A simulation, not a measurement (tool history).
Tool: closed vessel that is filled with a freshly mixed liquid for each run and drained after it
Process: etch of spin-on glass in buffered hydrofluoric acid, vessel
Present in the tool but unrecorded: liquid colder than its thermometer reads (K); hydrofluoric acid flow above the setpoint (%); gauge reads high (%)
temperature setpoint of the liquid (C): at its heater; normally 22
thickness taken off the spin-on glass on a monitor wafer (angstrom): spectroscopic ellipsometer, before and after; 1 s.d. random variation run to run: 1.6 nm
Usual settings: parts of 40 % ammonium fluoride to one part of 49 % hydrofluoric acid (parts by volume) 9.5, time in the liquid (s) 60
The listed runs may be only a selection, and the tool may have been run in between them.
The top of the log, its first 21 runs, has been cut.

run	hour	temperature setpoint of the liquid (C)	parts of 40 % ammonium fluoride to one part of 49 % hydrofluoric acid (parts by volume)	time in the liquid (s)	wafers since the last listed run	hours since the thermometer was replaced	hours since the hydrofluoric acid flow meter was replaced	hours since the gauge calibration	read-back film thickness of the spin-on glass reference wafer, read on the same gauge (nm)	thickness taken off the spin-on glass on a monitor wafer (angstrom)
22	500.3	17.5	8	30	5127	146.8	58.7	120.8	90.03	1264.6
23	524.8	22	7.5	30	3498	171.3	83.2	145.3	90.01	1729
24	543.7	22	9.5	60	2699	190.2	102.1	164.2	90.06	2734.3
25	562.1	19.5	6	70	2627	208.6	120.5	182.6	89.99	4317.3
26	575.7	26.5	11	95	1942	222.2	134.1	196.2	89.99	4919.1
27	593.4	22	9.5	40	2527	239.9	151.8	213.9	90.03	1796.1
28	618.4	18	11.5	45	3570	264.9	176.8	238.9	90	1394.4
29	637.9	20.5	7	60	2784	284.4	196.3	258.4	90	3414.5
30	650	22	9.5	60	1728	296.5	208.4	270.5	90.06	2704.9

What if the next run were any one of these 5? Each begins from the tool's condition after run 30:
A	650.7	22	6.5	60	99	297.2	209.1	271.2	?	?
B	650.7	22	9.5	90	99	297.2	209.1	271.2	?	?
C	650.7	22	9.5	50	99	297.2	209.1	271.2	?	?
D	650.7	27	8.5	30	99	297.2	209.1	271.2	?	?
E	650.7	26	11	80	99	297.2	209.1	271.2	?	?

run	read-back film thickness of the spin-on glass reference wafer, read on the same gauge (nm)	thickness taken off the spin-on glass on a monitor wafer (angstrom)
A	90.01	3934.9
B	90.01	4039.6
C	90.01	2244.2
D	90.01	1980.1
E	90.01	3994.8
The same runs, with their run-to-run variation unchanged, on a tool lacking any hidden condition would have given:
run	thickness taken off the spin-on glass on a monitor wafer (angstrom)
A	3950.7
B	4091.6
C	2273.1
D	1969.8
E	3991.5

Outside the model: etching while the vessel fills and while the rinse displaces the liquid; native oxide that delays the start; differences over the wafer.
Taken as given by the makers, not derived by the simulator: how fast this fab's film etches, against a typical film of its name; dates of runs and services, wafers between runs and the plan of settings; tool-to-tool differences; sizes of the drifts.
